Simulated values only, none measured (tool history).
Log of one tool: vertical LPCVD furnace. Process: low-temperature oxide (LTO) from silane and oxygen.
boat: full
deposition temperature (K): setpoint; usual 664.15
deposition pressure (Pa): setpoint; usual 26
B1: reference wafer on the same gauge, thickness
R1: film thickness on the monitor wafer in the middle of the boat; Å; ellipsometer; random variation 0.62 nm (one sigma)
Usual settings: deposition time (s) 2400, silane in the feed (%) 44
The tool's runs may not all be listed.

Run 1, hour 0: usual settings but deposition temperature (K) 672.15, deposition pressure (Pa) 28.7; B1 343.18. Result: R1 4150.4 Å.
Run 2, hour 18.8: usual settings but deposition temperature (K) 672.15, deposition pressure (Pa) 28.7; B1 342.86. Result: R1 4156.2 Å.
Run 3, hour 39.4: usual settings but deposition temperature (K) 672.15, deposition pressure (Pa) 28.7; B1 343.13. Result: R1 4145.7 Å.
Run 4, hour 68.1: usual settings but deposition time (s) 1830; B1 343.01. Result: R1 2648.7 Å.
Run 5, hour 85: usual settings but deposition time (s) 1830; B1 343.23. Result: R1 2658.6 Å.
Run 6, hour 117: usual settings but deposition time (s) 1830; B1 343.03. Result: R1 2656.6 Å.
Run 7, hour 149.4: usual settings; B1 342.97. Result: R1 3491.5 Å.
Run 8, hour 172: usual settings but deposition pressure (Pa) 24.7; B1 342.76. Result: R1 3327.9 Å.
Run 9, hour 185.8: usual settings; B1 343.05. Result: R1 3504.6 Å.
Run 10, hour 220.9: usual settings but deposition temperature (K) 672.15, deposition pressure (Pa) 28.7; B1 342.96. Result: R1 4184.4 Å.
At hour 232.8: gauge calibrated.
Run 11, hour 242: usual settings but deposition temperature (K) 673.15, deposition pressure (Pa) 31.3, deposition time (s) 1710; B1 343.08. Result: R1 3294.6 Å.
Run 12, hour 270.2: usual settings but deposition temperature (K) 670.15; B1 343.05. Result: R1 3731.8 Å.
At hour 298.9: pressure gauge zeroed.
At hour 312.6: thermocouples replaced and temperature profile calibrated.
At hour 341.4: silane flow controller replaced.
Run 13, hour 341.9: usual settings but deposition temperature (K) 652.15, deposition pressure (Pa) 30; B1 342.97. Result: R1 3233.6 Å.
Run 14, hour 346.5: usual settings but deposition time (s) 2760; B1 342.91. Result: R1 3687.8 Å.
Run 15, hour 354.1: usual settings but deposition temperature (K) 676.15, silane in the feed (%) 50; B1 342.99. Result: R1 4122.4 Å.
Run 16, hour 378.5: usual settings; B1 343.04. Result: R1 3217.5 Å.
Run 17, hour 403.1: usual settings but deposition pressure (Pa) 28.7, deposition time (s) 2760, silane in the feed (%) 40; B1 342.86. Result: R1 3664.9 Å.
Run 18, hour 417.2: usual settings but deposition pressure (Pa) 30.7, silane in the feed (%) 49; B1 343.18. Result: R1 4241.1 Å.
Run 19, hour 445.4: usual settings but deposition pressure (Pa) 19.3; B1 342.83. Result: R1 2417.4 Å.

5 ways to go on from here, each from the tool as it stands after run 19. What would each give?
Run A, hour 450.1: usual settings; B1 ?. Result: R1 ?.
Run B, hour 450.1: usual settings but deposition temperature (K) 660.15, deposition pressure (Pa) 31.3, deposition time (s) 2040, silane in the feed (%) 50; B1 ?. Result: R1 ?.
Run C, hour 450.1: usual settings but deposition temperature (K) 668.15, deposition pressure (Pa) 20.7, silane in the feed (%) 39; B1 ?. Result: R1 ?.
Run D, hour 450.1: usual settings but deposition time (s) 3150, silane in the feed (%) 50; B1 ?. Result: R1 ?.
Run E, hour 450.1: usual settings but deposition temperature (K) 673.15, deposition pressure (Pa) 24, deposition time (s) 1770, silane in the feed (%) 50; B1 ?. Result: R1 ?.

run      B1      R1
  A  343.06  3250.3
  B  343.06  3610.8
  C  343.06    2354
  D  343.06  4837.6
  E  343.06  2757.4
Without the tool's hidden state the same runs would have given:
run      R1
  A  3210.3
  B  3573.7
  C    2318
  D  4778.2
  E  2720.9
